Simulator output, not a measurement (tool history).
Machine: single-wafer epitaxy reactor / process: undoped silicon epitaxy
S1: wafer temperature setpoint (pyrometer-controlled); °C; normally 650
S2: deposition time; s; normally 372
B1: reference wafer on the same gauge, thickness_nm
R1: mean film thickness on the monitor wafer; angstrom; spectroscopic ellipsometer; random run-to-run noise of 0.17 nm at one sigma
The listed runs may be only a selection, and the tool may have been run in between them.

run 1 hour=0.0 | S1=650 S2=372 | B1=59.421 | R1=781.21
run 2 hour=9.0 | S1=650 S2=372 | B1=59.392 | R1=776.41
run 3 hour=20.4 | S1=650 S2=372 | B1=59.409 | R1=774.28
run 4 hour=37.8 | S1=650 S2=344 | B1=59.437 | R1=716.13
run 5 hour=46.6 | S1=650 S2=344 | B1=59.419 | R1=721.18
run 6 hour=58.3 | S1=650 S2=344 | B1=59.389 | R1=721.62
run 7 hour=65.2 | S1=645 S2=322 | B1=59.401 | R1=593.12
run 8 hour=81.8 | S1=645 S2=322 | B1=59.412 | R1=593.36
run 9 hour=91.4 | S1=650 S2=372 | B1=59.393 | R1=777.55
run 10 hour=105.1 | S1=650 S2=372 | B1=59.425 | R1=777.27
run 11 hour=119.5 | S1=643 S2=399 | B1=59.416 | R1=701.16
run 12 hour=125.9 | S1=650 S2=372 | B1=59.393 | R1=778.60
-- hour=130.3 gauge calibrated
run 13 hour=134.0 | S1=641 S2=409 | B1=59.415 | R1=683.71
-- hour=157.2 pyrometer calibrated
run 14 hour=157.7 | S1=650 S2=313 | B1=59.408 | R1=561.05
run 15 hour=161.1 | S1=643 S2=433 | B1=59.388 | R1=650.54
run 16 hour=168.2 | S1=650 S2=308 | B1=59.393 | R1=553.34
run 17 hour=174.7 | S1=650 S2=308 | B1=59.381 | R1=554.91
run 18 hour=187.6 | S1=644 S2=341 | B1=59.372 | R1=527.66
run 19 hour=203.8 | S1=650 S2=372 | B1=59.399 | R1=670.13
run 20 hour=211.8 | S1=661 S2=372 | B1=59.407 | R1=877.22
run 21 hour=225.8 | S1=637 S2=347 | B1=59.397 | R1=453.97

Each row is a separate what-if for the run after 21, all from the same tool condition, not one after another. Results?
run A hour=226.3 | S1=642 S2=372 | B1=? | R1=?
run B hour=226.3 | S1=645 S2=329 | B1=? | R1=?
run C hour=226.3 | S1=654 S2=372 | B1=? | R1=?
run D hour=226.3 | S1=663 S2=411 | B1=? | R1=?

run=A B1=59.388 R1=551.66
run=B B1=59.388 R1=526.28
run=C B1=59.388 R1=744.36
run=D B1=59.388 R1=1023.70
Without the tool's unlogged condition, the same runs would have read:
run=A R1=552.22
run=B R1=526.81
run=C R1=745.09
run=D R1=1024.68
